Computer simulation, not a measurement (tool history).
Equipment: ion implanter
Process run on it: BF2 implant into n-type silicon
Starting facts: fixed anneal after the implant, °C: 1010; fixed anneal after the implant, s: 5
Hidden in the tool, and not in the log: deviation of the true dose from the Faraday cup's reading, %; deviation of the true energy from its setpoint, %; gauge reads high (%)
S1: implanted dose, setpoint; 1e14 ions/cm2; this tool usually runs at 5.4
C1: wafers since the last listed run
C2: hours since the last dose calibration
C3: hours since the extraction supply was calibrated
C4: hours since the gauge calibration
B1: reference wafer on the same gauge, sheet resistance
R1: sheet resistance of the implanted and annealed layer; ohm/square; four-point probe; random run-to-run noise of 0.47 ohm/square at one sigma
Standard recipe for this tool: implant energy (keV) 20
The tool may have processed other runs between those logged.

Run 1, hour 0: usual settings but S1 4.48 1e14 ions/cm2, implant energy (keV) 22.5; C1 0; C2 949.3; C3 3848; C4 1953; B1 323.02. Result: R1 340.8 ohm/square.
Run 2, hour 45: usual settings but S1 6.63 1e14 ions/cm2; C1 747; C2 994.3; C3 3893; C4 1998; B1 322.97. Result: R1 290.3 ohm/square.
Run 3, hour 82.2: usual settings; C1 617; C2 1031.5; C3 3930.2; C4 2035.2; B1 323.05. Result: R1 317.35 ohm/square.
Run 4, hour 108.7: usual settings but implant energy (keV) 16.5; C1 440; C2 1058; C3 3956.7; C4 2061.7; B1 322.98. Result: R1 342.24 ohm/square.
Run 5, hour 221.7: usual settings but implant energy (keV) 22.5; C1 1876; C2 1171; C3 4069.7; C4 2174.7; B1 322.88. Result: R1 303.29 ohm/square.
Run 6, hour 278.3: usual settings but S1 4.76 1e14 ions/cm2; C1 940; C2 1227.6; C3 4126.3; C4 2231.3; B1 323.06. Result: R1 339.32 ohm/square.
Run 7, hour 311.4: usual settings; C1 549; C2 1260.7; C3 4159.4; C4 2264.4; B1 322.94. Result: R1 316.32 ohm/square.
Run 8, hour 346: usual settings; C1 574; C2 1295.3; C3 4194; C4 2299; B1 322.89. Result: R1 317 ohm/square.
Run 9, hour 404.1: usual settings; C1 965; C2 1353.4; C3 4252.1; C4 2357.1; B1 323.06. Result: R1 316.58 ohm/square.
Run 10, hour 429.8: usual settings; C1 426; C2 1379.1; C3 4277.8; C4 2382.8; B1 322.98. Result: R1 316.75 ohm/square.
Run 11, hour 456.3: usual settings; C1 440; C2 1405.6; C3 4304.3; C4 2409.3; B1 323.06. Result: R1 315.96 ohm/square.
Run 12, hour 508.1: usual settings but S1 6.01 1e14 ions/cm2; C1 860; C2 1457.4; C3 4356.1; C4 2461.1; B1 322.99. Result: R1 300.97 ohm/square.
Run 13, hour 540.2: usual settings but S1 6.2 1e14 ions/cm2; C1 533; C2 1489.5; C3 4388.2; C4 2493.2; B1 323.04. Result: R1 298.04 ohm/square.
At hour 542.4: gauge calibrated.
Run 14, hour 607.2: usual settings but S1 6.2 1e14 ions/cm2; C1 1112; C2 1556.5; C3 4455.2; C4 64.8; B1 323.01. Result: R1 297.21 ohm/square.
Run 15, hour 632.7: usual settings; C1 423; C2 1582; C3 4480.7; C4 90.3; B1 322.94. Result: R1 315.38 ohm/square.
Run 16, hour 690.5: usual settings but S1 6.65 1e14 ions/cm2, implant energy (keV) 23; C1 960; C2 1639.8; C3 4538.5; C4 148.1; B1 322.91. Result: R1 271.95 ohm/square.
Run 17, hour 758.2: usual settings but S1 4.33 1e14 ions/cm2; C1 1124; C2 1707.5; C3 4606.2; C4 215.8; B1 322.99. Result: R1 356.14 ohm/square.
At hour 791.9: Faraday cup replaced and dose calibrated.
Run 18, hour 792.4: usual settings but S1 6.4 1e14 ions/cm2, implant energy (keV) 14; C1 435; C2 0.5; C3 4640.4; C4 250; B1 322.98. Result: R1 346.49 ohm/square.
Run 19, hour 849.4: usual settings but implant energy (keV) 17; C1 946; C2 57.5; C3 4697.4; C4 307; B1 322.98. Result: R1 339.47 ohm/square.
Run 20, hour 877.5: usual settings but S1 4.63 1e14 ions/cm2, implant energy (keV) 24.5; C1 466; C2 85.6; C3 4725.5; C4 335.1; B1 322.97. Result: R1 329.21 ohm/square.
Run 21, hour 913.6: usual settings but implant energy (keV) 13.5; C1 599; C2 121.7; C3 4761.6; C4 371.2; B1 323.06. Result: R1 371.95 ohm/square.
Run 22, hour 945: usual settings but S1 4.91 1e14 ions/cm2, implant energy (keV) 25; C1 521; C2 153.1; C3 4793; C4 402.6; B1 323. Result: R1 314.95 ohm/square.
Run 23, hour 1068.7: usual settings but implant energy (keV) 22; C1 2054; C2 276.8; C3 4916.7; C4 526.3; B1 322.94. Result: R1 308.15 ohm/square.
Run 24, hour 1098.6: usual settings but S1 4.48 1e14 ions/cm2, implant energy (keV) 22.5; C1 496; C2 306.7; C3 4946.6; C4 556.2; B1 322.94. Result: R1 342.76 ohm/square.
Run 25, hour 1157.6: usual settings; C1 979; C2 365.7; C3 5005.6; C4 615.2; B1 322.92. Result: R1 318.92 ohm/square.
Run 26, hour 1214.5: usual settings but S1 5.81 1e14 ions/cm2, implant energy (keV) 15; C1 945; C2 422.6; C3 5062.5; C4 672.1; B1 322.97. Result: R1 347.05 ohm/square.
At hour 1235.7: extraction supply calibrated.
Run 27, hour 1314.9: usual settings but S1 6.94 1e14 ions/cm2, implant energy (keV) 13.5; C1 1534; C2 523; C3 79.2; C4 772.5; B1 323.03. Result: R1 337.2 ohm/square.
Run 28, hour 1370.1: usual settings but S1 5.82 1e14 ions/cm2; C1 916; C2 578.2; C3 134.4; C4 827.7; B1 323.02. Result: R1 303.08 ohm/square.
Run 29, hour 1413.2: usual settings; C1 715; C2 621.3; C3 177.5; C4 870.8; B1 323.05. Result: R1 313.52 ohm/square.
Run 30, hour 1457.8: usual settings but S1 4.69 1e14 ions/cm2, implant energy (keV) 24.5; C1 740; C2 665.9; C3 222.1; C4 915.4; B1 322.93. Result: R1 321.17 ohm/square.
Run 31, hour 1517.4: usual settings but S1 4.81 1e14 ions/cm2, implant energy (keV) 25.5; C1 989; C2 725.5; C3 281.7; C4 975; B1 323.01. Result: R1 312.36 ohm/square.
Run 32, hour 1574.7: usual settings but S1 4.35 1e14 ions/cm2, implant energy (keV) 23; C1 951; C2 782.8; C3 339; C4 1032.3; B1 323. Result: R1 343.18 ohm/square.
Run 33, hour 1623.2: usual settings but implant energy (keV) 16; C1 805; C2 831.3; C3 387.5; C4 1080.8; B1 323.07. Result: R1 339.98 ohm/square.
Run 34, hour 1671.8: usual settings but S1 6.33 1e14 ions/cm2, implant energy (keV) 22; C1 807; C2 879.9; C3 436.1; C4 1129.4; B1 322.99. Result: R1 280.12 ohm/square.
Run 35, hour 1716.5: usual settings; C1 742; C2 924.6; C3 480.8; C4 1174.1; B1 323.01. Result: R1 312.67 ohm/square.
Run 36, hour 1781.1: usual settings but S1 4.15 1e14 ions/cm2; C1 1072; C2 989.2; C3 545.4; C4 1238.7; B1 322.96. Result: R1 364.95 ohm/square.

Some steps in R1, run to run, broken into two amounts with sign: the step expected even without the hidden condition (settings, incoming material, random variation), and the rest, left for the hidden condition together with whatever gauge scatter is not in both the measured and the hidden-condition-free result:
Run 16 -> 17: S1 6.65 -> 4.33, implant energy (keV) 23 -> 20. R1 +84.19 ohm/square: hidden state -3.93, all else +88.12.
Run 17 -> 18: S1 4.33 -> 6.4, implant energy (keV) 20 -> 14, Faraday cup replaced and dose calibrated. R1 -9.65 ohm/square: hidden state +8.54, all else -18.19.
Run 21 -> 22: S1 5.4 -> 4.91, implant energy (keV) 13.5 -> 25. R1 -57 ohm/square: hidden state -3.61, all else -53.39.
Run 26 -> 27: S1 5.81 -> 6.94, implant energy (keV) 15 -> 13.5, extraction supply calibrated. R1 -9.85 ohm/square: hidden state -6.3, all else -3.55.
Run 33 -> 34: S1 5.4 -> 6.33, implant energy (keV) 16 -> 22. R1 -59.86 ohm/square: hidden state +0.08, all else -59.94.

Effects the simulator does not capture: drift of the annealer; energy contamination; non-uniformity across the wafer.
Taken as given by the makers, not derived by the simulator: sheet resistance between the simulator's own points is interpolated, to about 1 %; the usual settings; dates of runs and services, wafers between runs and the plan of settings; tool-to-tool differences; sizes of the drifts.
